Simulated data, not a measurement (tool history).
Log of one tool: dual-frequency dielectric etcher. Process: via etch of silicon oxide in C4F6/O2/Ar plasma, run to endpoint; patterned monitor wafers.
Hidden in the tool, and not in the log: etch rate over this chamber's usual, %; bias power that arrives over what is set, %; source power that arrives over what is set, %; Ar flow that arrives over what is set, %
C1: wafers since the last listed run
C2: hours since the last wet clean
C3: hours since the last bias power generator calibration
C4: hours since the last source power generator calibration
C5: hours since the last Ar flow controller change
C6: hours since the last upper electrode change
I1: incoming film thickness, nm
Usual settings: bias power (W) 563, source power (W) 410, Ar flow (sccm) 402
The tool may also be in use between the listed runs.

Run 1, hour 0: usual settings; C1 0; C2 268.3; C3 4210.8; C4 2647.7; C5 3799.1; C6 3350.9; I1 128.9. Result: endpoint time (s) 30.3.
Run 2, hour 23.1: usual settings; C1 308; C2 291.4; C3 4233.9; C4 2670.8; C5 3822.2; C6 3374; I1 129.2. Result: endpoint time (s) 30.2.
Run 3, hour 36.6: usual settings; C1 180; C2 304.9; C3 4247.4; C4 2684.3; C5 3835.7; C6 3387.5; I1 127.8. Result: endpoint time (s) 30.2.
Run 4, hour 48.9: usual settings; C1 164; C2 317.2; C3 4259.7; C4 2696.6; C5 3848; C6 3399.8; I1 128.8. Result: endpoint time (s) 30.4.
Run 5, hour 64.6: usual settings; C1 209; C2 332.9; C3 4275.4; C4 2712.3; C5 3863.7; C6 3415.5; I1 128.1. Result: endpoint time (s) 30.5.
Run 6, hour 98.7: usual settings; C1 454; C2 367; C3 4309.5; C4 2746.4; C5 3897.8; C6 3449.6; I1 127.5. Result: endpoint time (s) 30.
Run 7, hour 126.7: usual settings but source power (W) 430; C1 373; C2 395; C3 4337.5; C4 2774.4; C5 3925.8; C6 3477.6; I1 128.7. Result: endpoint time (s) 30.3.
At hour 144: Ar flow controller replaced.
Run 8, hour 145.6: usual settings; C1 172; C2 413.9; C3 4356.4; C4 2793.3; C5 1.6; C6 3496.5; I1 127.4. Result: endpoint time (s) 30.4.
At hour 208.9: source power generator calibrated.
Run 9, hour 211.7: usual settings but bias power (W) 508, source power (W) 370, Ar flow (sccm) 478; C1 828; C2 480; C3 4422.5; C4 2.8; C5 67.7; C6 3562.6; I1 128.9. Result: endpoint time (s) 34.5.

The next listed run, before its measurement:
At hour 245.8: wet clean of the chamber.
Run 10, hour 246.3: usual settings but source power (W) 480; C1 141; C2 0.5; C3 4457.1; C4 37.4; C5 102.3; C6 3597.2; I1 127.8. Result: endpoint time (s) ?.

{"run 10": {"endpoint time (s)": 27.5}}
Without the tool's hidden state the same run would have given endpoint time (s) 27.4.
